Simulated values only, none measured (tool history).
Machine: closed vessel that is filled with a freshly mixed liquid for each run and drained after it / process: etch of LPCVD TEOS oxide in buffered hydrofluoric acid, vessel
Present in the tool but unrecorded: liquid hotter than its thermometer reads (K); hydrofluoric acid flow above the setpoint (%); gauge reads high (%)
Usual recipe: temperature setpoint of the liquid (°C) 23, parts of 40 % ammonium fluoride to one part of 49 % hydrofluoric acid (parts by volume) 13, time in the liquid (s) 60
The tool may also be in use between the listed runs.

run   hour  temperature setpoint of the liquid (°C)  parts of 40 % ammonium fluoride to one part of 49 % hydrofluoric acid (parts by volume)  time in the liquid (s)  wafers since the last listed run  hours since the thermometer was replaced  hours since the hydrofluoric acid flow meter was replaced  hours since the gauge calibration  read-back film thickness of the LPCVD TEOS oxide reference wafer, read on the same gauge (nm)  thickness taken off the LPCVD TEOS oxide on a monitor wafer (angstrom)
  1      0                                       23                                                                                       13                      60                                 0                                     714.1                                                      470.2                              408.1                                                                                          69.96                                                                  1121.4
  2   68.2                                       23                                                                                       13                      60                              9265                                     782.3                                                      538.4                              476.3                                                                                          70.02                                                                  1092.8
  3  123.7                                       23                                                                                       13                      40                              7539                                     837.8                                                      593.9                              531.8                                                                                          70.05                                                                   735.7
  4  162.8                                       23                                                                                       13                      40                              5311                                     876.9                                                        633                              570.9                                                                                          70.02                                                                   735.6
  5  231.6                                       23                                                                                       13                      40                              9346                                     945.7                                                      701.8                              639.7                                                                                          70.04                                                                     751
  6  262.3                                       23                                                                                       13                      60                              4170                                     976.4                                                      732.5                              670.4                                                                                          70.01                                                                  1116.6
  7  289.2                                       23                                                                                       13                      60                              3654                                    1003.3                                                      759.4                              697.3                                                                                          70.07                                                                    1099
     329.9  -- hydrofluoric acid flow meter replaced
     346.8  -- gauge calibrated
  8  350.3                                     25.5                                                                                       10                      90                              8164                                    1064.4                                                       20.4                                3.5                                                                                          69.97                                                                  2498.2
  9  388.7                                     26.5                                                                                     15.5                      60                              5216                                    1102.8                                                       58.8                               41.9                                                                                          69.98                                                                  1121.5
 10  419.5                                       26                                                                                       13                      30                              4184                                    1133.6                                                       89.6                               72.7                                                                                          69.96                                                                   656.2
     437.7  -- thermometer replaced
 11  451.2                                       23                                                                                     14.5                      40                              4170                                      13.5                                                      121.3                              104.4                                                                                          70.07                                                                   660.3
 12  500.5                                       20                                                                                        9                      95                              6697                                      62.8                                                      170.6                              153.7                                                                                          69.98                                                                  2046.5
 13  530.7                                       26                                                                                     15.5                      75                              4102                                        93                                                      200.8                              183.9                                                                                          70.01                                                                  1373.2
 14  581.7                                       23                                                                                       13                      40                              6928                                       144                                                      251.8                              234.9                                                                                          70.01                                                                   738.1
 15  620.6                                     25.5                                                                                       11                      60                              5284                                     182.9                                                      290.7                              273.8                                                                                          69.99                                                                  1507.9

Here are 5 independent what-if runs from the current tool condition. What would each one return?
  A  621.3                                       23                                                                                     11.5                      60                                95                                     183.6                                                      291.4                              274.5                                                                                              ?                                                                       ?
  B  621.3                                     26.5                                                                                       13                      45                                95                                     183.6                                                      291.4                              274.5                                                                                              ?                                                                       ?
  C  621.3                                     20.5                                                                                       13                      50                                95                                     183.6                                                      291.4                              274.5                                                                                              ?                                                                       ?
  D  621.3                                     18.5                                                                                       13                      60                                95                                     183.6                                                      291.4                              274.5                                                                                              ?                                                                       ?
  E  621.3                                     21.5                                                                                       13                      30                                95                                     183.6                                                      291.4                              274.5                                                                                              ?                                                                       ?

run  read-back film thickness of the LPCVD TEOS oxide reference wafer, read on the same gauge (nm)  thickness taken off the LPCVD TEOS oxide on a monitor wafer (angstrom)
  A                                                                                          70.06                                                                  1245.8
  B                                                                                          70.06                                                                  1002.3
  C                                                                                          70.06                                                                   801.7
  D                                                                                          70.06                                                                   859.8
  E                                                                                          70.06                                                                   508.6
What these runs would have given with no unlogged condition in the tool:
run  thickness taken off the LPCVD TEOS oxide on a monitor wafer (angstrom)
  A                                                                  1245.8
  B                                                                  1002.3
  C                                                                   801.7
  D                                                                   859.8
  E                                                                   508.6
